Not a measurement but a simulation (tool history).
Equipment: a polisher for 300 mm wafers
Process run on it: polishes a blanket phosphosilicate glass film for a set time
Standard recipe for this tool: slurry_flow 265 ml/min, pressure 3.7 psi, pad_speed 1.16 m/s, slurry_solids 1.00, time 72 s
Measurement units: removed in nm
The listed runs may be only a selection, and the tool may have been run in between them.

run	hour	slurry_flow	pressure	pad_speed	slurry_solids	time	incoming thickness of the incoming film, nm	removed
1	0.0	265	3.7	1.16	1.00	72	4806.0	716.9
# hour 3.5: conditioning disc replaced and pad reconditioned
# hour 22.2: worn pad replaced by a new one
2	30.0	265	3.7	1.16	1.00	72	4731.9	720.7
# hour 39.6: slurry blender recalibrated
3	44.3	265	3.7	1.16	1.00	72	4811.8	716.6
4	72.8	265	3.7	1.16	1.00	72	4692.2	712.3
# hour 105.0: worn pad replaced by a new one
5	130.4	265	3.7	1.16	1.00	72	4793.0	719.8
6	159.0	265	3.7	1.16	1.25	72	4747.9	792.5
# hour 173.8: conditioning disc replaced and pad reconditioned
7	189.1	265	3.7	1.16	1.25	72	4727.2	789.3
# hour 200.7: slurry blender recalibrated
# hour 204.5: worn pad replaced by a new one
8	205.0	265	3.7	1.16	1.25	72	4830.0	778.3
9	240.4	290	3.1	1.16	1.00	72	4737.3	617.8
10	256.1	265	4.7	1.16	1.00	72	4736.4	887.8
# hour 267.1: head pressure recalibrated
11	274.2	265	3.7	1.16	1.00	72	4740.8	719.9
# hour 305.4: worn pad replaced by a new one
# hour 325.7: slurry nozzle cleaned
# hour 339.9: conditioning disc replaced and pad reconditioned
12	347.8	265	3.7	1.16	1.00	52	4711.0	519.5
13	360.8	235	2.8	0.84	1.00	51	4748.9	303.9
# hour 387.0: worn pad replaced by a new one
14	393.5	265	3.7	1.16	1.00	72	4773.4	713.2
# hour 396.0: slurry blender recalibrated
15	408.4	265	3.7	1.16	1.00	72	4739.9	733.0
16	436.2	265	3.7	1.44	1.00	72	4824.6	847.1
17	450.9	315	4.3	0.76	1.00	72	4728.0	595.7

5 options for the next run, each taken on its own from the tool as it stands now. Forecast them:
A	451.3	265	2.5	1.16	1.00	72	4790.8	?
B	451.3	180	3.7	1.16	1.00	72	4790.8	?
C	451.3	265	4.8	1.16	0.90	79	4790.8	?
D	451.3	290	3.7	1.48	0.80	72	4790.8	?
E	451.3	265	3.7	1.36	1.00	90	4790.8	?

run	removed
A	506.7
B	686.0
C	951.4
D	791.1
E	1018.0
With the hidden condition removed and each run's random variation left untouched, the same runs would have given:
run	removed
A	506.7
B	686.0
C	951.4
D	791.1
E	1018.0
